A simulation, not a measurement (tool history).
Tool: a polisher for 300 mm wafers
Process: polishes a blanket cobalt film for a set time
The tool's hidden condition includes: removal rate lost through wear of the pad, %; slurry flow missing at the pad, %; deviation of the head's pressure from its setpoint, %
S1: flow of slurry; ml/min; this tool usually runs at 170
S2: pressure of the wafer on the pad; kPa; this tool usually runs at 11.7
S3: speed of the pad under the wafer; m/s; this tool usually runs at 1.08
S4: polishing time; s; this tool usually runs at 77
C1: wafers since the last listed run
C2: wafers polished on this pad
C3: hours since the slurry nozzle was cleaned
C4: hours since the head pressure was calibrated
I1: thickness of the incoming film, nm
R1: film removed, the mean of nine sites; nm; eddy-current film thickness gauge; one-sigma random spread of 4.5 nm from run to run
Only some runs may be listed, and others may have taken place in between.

run,hour,S1,S2,S3,S4,C1,C2,C3,C4,I1,R1
1,0.0,170,11.7,1.08,77,0,818,61.3,443.3,1164.3,302.3
# hour 0.1: worn pad replaced by a new one
2,17.1,170,11.7,1.08,77,211,211,78.4,460.4,1160.9,304.6
3,26.8,170,11.7,1.08,89,120,332,88.1,470.1,1153.5,349.7
4,40.1,170,11.7,1.08,77,165,497,101.4,483.4,1172.8,288.2
5,57.7,170,11.7,1.08,77,218,716,119.0,501.0,1164.6,296.8
# hour 72.9: worn pad replaced by a new one
6,73.4,170,11.7,1.08,77,145,5,134.7,516.7,1174.9,300.5
7,80.4,170,11.7,1.08,77,86,92,141.7,523.7,1146.3,290.5
8,90.3,170,11.7,1.08,77,123,215,151.6,533.6,1165.5,291.1
9,112.9,170,10.3,1.08,77,280,496,174.2,556.2,1151.1,249.6
10,125.2,170,10.3,1.08,77,152,649,186.5,568.5,1150.4,249.8
# hour 137.8: worn pad replaced by a new one
11,142.3,170,10.3,1.08,77,162,55,203.6,585.6,1163.5,257.5
12,157.7,170,11.7,1.08,95,191,247,219.0,601.0,1163.1,357.7
13,164.1,170,11.7,1.08,95,79,326,225.4,607.4,1174.8,343.0
14,178.2,170,11.7,1.08,52,175,502,239.5,621.5,1154.6,191.7
15,187.1,170,11.7,1.08,77,110,612,248.4,630.4,1161.2,271.2
# hour 196.0: worn pad replaced by a new one
16,196.5,170,10.3,1.34,66,67,6,257.8,639.8,1167.2,252.1
# hour 204.2: head pressure recalibrated
17,208.8,135,9.7,0.86,77,128,134,270.1,4.6,1162.6,188.1
18,217.3,170,11.7,1.08,77,105,240,278.6,13.1,1159.3,280.3
# hour 222.6: slurry nozzle cleaned
19,227.2,150,11.7,1.08,64,110,350,4.6,23.0,1159.2,245.7
20,234.3,145,15.9,0.96,56,88,439,11.7,30.1,1155.8,260.5
21,248.5,170,11.7,0.88,77,176,615,25.9,44.3,1160.4,256.0
# hour 258.6: worn pad replaced by a new one
22,262.5,145,11.7,1.34,77,124,48,39.9,58.3,1152.6,354.6
23,275.5,170,11.7,1.08,65,161,210,52.9,71.3,1144.9,252.4
24,289.7,230,11.7,1.08,86,176,386,67.1,85.5,1185.0,345.8
25,306.9,225,11.7,0.88,77,213,600,84.3,102.7,1164.9,270.7
26,320.0,130,10.3,1.34,77,162,763,97.4,115.8,1146.3,303.0

Below are 3 alternative next runs, each starting from the tool's condition after run 26. Predict each:
A,320.4,170,11.7,1.08,77,4,768,97.8,116.2,1164.9,?
B,320.4,170,11.7,1.32,77,4,768,97.8,116.2,1164.9,?
C,320.4,170,11.7,0.92,97,4,768,97.8,116.2,1164.9,?

run,R1
A,296.8
B,350.3
C,329.0
Had the tool no hidden state, the same runs would have come out as:
run,R1
A,306.3
B,361.4
C,339.5
